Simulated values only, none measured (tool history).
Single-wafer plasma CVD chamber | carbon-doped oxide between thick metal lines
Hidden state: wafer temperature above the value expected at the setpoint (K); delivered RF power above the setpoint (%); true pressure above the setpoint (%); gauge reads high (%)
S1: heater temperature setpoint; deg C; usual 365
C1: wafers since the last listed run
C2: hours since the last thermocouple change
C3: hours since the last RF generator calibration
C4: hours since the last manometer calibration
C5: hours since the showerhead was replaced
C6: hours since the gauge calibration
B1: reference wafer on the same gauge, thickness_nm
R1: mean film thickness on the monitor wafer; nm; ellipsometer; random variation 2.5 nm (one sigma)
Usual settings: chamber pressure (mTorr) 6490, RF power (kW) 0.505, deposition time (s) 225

Run 1, day 0: usual settings; C1 0; C2 1437.2; C3 2610.6; C4 1352.9; C5 3164.5; C6 104.6; B1 1220.202. Result: R1 1058.662 nm.
Run 2, day 1.496: usual settings; C1 211; C2 1473.1; C3 2646.5; C4 1388.8; C5 3200.4; C6 140.5; B1 1221.145. Result: R1 1057.416 nm.
Run 3, day 2.104: usual settings; C1 85; C2 1487.7; C3 2661.1; C4 1403.4; C5 3215; C6 155.1; B1 1220.53. Result: R1 1059.918 nm.
Run 4, day 2.775: usual settings but deposition time (s) 207; C1 94; C2 1503.8; C3 2677.2; C4 1419.5; C5 3231.1; C6 171.2; B1 1220.649. Result: R1 971.451 nm.
Run 5, day 4.167: usual settings but RF power (kW) 0.54; C1 196; C2 1537.2; C3 2710.6; C4 1452.9; C5 3264.5; C6 204.6; B1 1218.892. Result: R1 1109.042 nm.
Run 6, day 4.725: usual settings but chamber pressure (mTorr) 7590, deposition time (s) 249; C1 78; C2 1550.6; C3 2724; C4 1466.3; C5 3277.9; C6 218; B1 1220.932. Result: R1 1182.206 nm.
Run 7, day 5.733: usual settings but chamber pressure (mTorr) 7590, deposition time (s) 249; C1 142; C2 1574.8; C3 2748.2; C4 1490.5; C5 3302.1; C6 242.2; B1 1221.158. Result: R1 1175.625 nm.
At day 6.812: showerhead replaced.
Run 8, day 7.204: usual settings; C1 160; C2 1610.1; C3 2783.5; C4 1525.8; C5 9.4; C6 277.5; B1 1220.811. Result: R1 1054.62 nm.
At day 7.775: capacitance manometer re-zeroed and calibrated.
Run 9, day 8.288: usual settings; C1 105; C2 1636.1; C3 2809.5; C4 12.3; C5 35.4; C6 303.5; B1 1219.506. Result: R1 1056.626 nm.
At day 8.754: gauge calibrated.
At day 9.375: thermocouple changed; heater temperature recalibrated.
Run 10, day 9.396: usual settings; C1 109; C2 0.5; C3 2836.1; C4 38.9; C5 62; C6 15.4; B1 1219.684. Result: R1 1057.859 nm.
Run 11, day 9.762: usual settings but S1 377 deg C, chamber pressure (mTorr) 4970, deposition time (s) 190; C1 51; C2 9.3; C3 2844.9; C4 47.7; C5 70.8; C6 24.2; B1 1218.752. Result: R1 833.45 nm.
Run 12, day 11.125: usual settings; C1 192; C2 42; C3 2877.6; C4 80.4; C5 103.5; C6 56.9; B1 1219.649. Result: R1 1049.097 nm.
Run 13, day 11.717: usual settings; C1 83; C2 56.2; C3 2891.8; C4 94.6; C5 117.7; C6 71.1; B1 1220.684. Result: R1 1052.316 nm.
Run 14, day 13.212: usual settings; C1 211; C2 92.1; C3 2927.7; C4 130.5; C5 153.6; C6 107; B1 1220.495. Result: R1 1048.996 nm.
At day 13.583: RF generator calibrated.
Run 15, day 14.454: usual settings but chamber pressure (mTorr) 7780, RF power (kW) 0.575, deposition time (s) 251; C1 128; C2 121.9; C3 20.9; C4 160.3; C5 183.4; C6 136.8; B1 1220.29. Result: R1 1388.499 nm.
Run 16, day 15.292: usual settings but S1 358 deg C, chamber pressure (mTorr) 7850, RF power (kW) 0.58; C1 118; C2 142; C3 41; C4 180.4; C5 203.5; C6 156.9; B1 1220.922. Result: R1 1274.256 nm.
Run 17, day 16.954: usual settings but S1 375 deg C, deposition time (s) 192; C1 234; C2 181.9; C3 80.9; C4 220.3; C5 243.4; C6 196.8; B1 1220.811. Result: R1 936.254 nm.
Run 18, day 18.142: usual settings but S1 360 deg C, chamber pressure (mTorr) 7660, deposition time (s) 253; C1 167; C2 210.4; C3 109.4; C4 248.8; C5 271.9; C6 225.3; B1 1220.476. Result: R1 1288.83 nm.
Run 19, day 18.862: usual settings but RF power (kW) 0.465, deposition time (s) 186; C1 101; C2 227.7; C3 126.7; C4 266.1; C5 289.2; C6 242.6; B1 1219.504. Result: R1 874.96 nm.
Run 20, day 19.375: usual settings but deposition time (s) 202; C1 72; C2 240; C3 139; C4 278.4; C5 301.5; C6 254.9; B1 1219.364. Result: R1 1005.349 nm.

Forecast run 21:
Run 21, day 20.083: usual settings; C1 100; C2 257; C3 156; C4 295.4; C5 318.5; C6 271.9; B1 ?. Result: R1 ?.

B1: 1219.538
R1: 1121.596 nm
Without the tool's hidden state the same run would have given R1 1130.352 nm.

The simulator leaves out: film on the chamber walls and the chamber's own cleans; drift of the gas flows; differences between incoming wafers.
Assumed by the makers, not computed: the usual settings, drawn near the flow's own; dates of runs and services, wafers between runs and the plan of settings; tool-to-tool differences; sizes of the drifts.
